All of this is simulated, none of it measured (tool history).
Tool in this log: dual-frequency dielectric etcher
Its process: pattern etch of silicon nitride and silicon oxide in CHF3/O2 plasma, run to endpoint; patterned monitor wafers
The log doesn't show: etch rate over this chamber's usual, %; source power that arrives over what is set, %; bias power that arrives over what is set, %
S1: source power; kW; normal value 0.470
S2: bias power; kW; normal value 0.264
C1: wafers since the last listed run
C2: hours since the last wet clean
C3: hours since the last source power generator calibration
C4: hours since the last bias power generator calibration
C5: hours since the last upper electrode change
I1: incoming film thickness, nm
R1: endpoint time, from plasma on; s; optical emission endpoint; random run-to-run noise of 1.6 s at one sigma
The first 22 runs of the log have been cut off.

run,hour,S1,S2,C1,C2,C3,C4,C5,I1,R1
23,290.5,0.400,0.233,42,97.3,3195.6,48.8,47.4,319.2,238.5
24,306.7,0.470,0.264,97,113.5,3211.8,65.0,63.6,315.3,216.1
25,319.3,0.370,0.216,76,126.1,3224.4,77.6,76.2,320.3,247.6
# hour 331.3: source power generator calibrated
26,359.1,0.470,0.264,216,165.9,27.8,117.4,116.0,316.7,211.4
27,376.9,0.360,0.228,107,183.7,45.6,135.2,133.8,316.4,246.7
28,392.8,0.430,0.264,96,199.6,61.5,151.1,149.7,318.2,220.7
29,409.6,0.550,0.217,101,216.4,78.3,167.9,166.5,317.3,213.0
30,419.9,0.470,0.283,62,226.7,88.6,178.2,176.8,316.4,207.7
31,437.2,0.410,0.264,104,244.0,105.9,195.5,194.1,319.3,222.2

Predict each of these 3 candidate next runs independently; none follows another, all start after run 31:
A,437.7,0.380,0.264,3,244.5,106.4,196.0,194.6,316.3,?
B,437.7,0.390,0.311,3,244.5,106.4,196.0,194.6,316.3,?
C,437.7,0.510,0.234,3,244.5,106.4,196.0,194.6,316.3,?

run,R1
A,228.9
B,216.9
C,213.8
Take away the tool's hidden state, keep each run's random variation, and the runs would have read:
run,R1
A,233.6
B,221.3
C,218.2

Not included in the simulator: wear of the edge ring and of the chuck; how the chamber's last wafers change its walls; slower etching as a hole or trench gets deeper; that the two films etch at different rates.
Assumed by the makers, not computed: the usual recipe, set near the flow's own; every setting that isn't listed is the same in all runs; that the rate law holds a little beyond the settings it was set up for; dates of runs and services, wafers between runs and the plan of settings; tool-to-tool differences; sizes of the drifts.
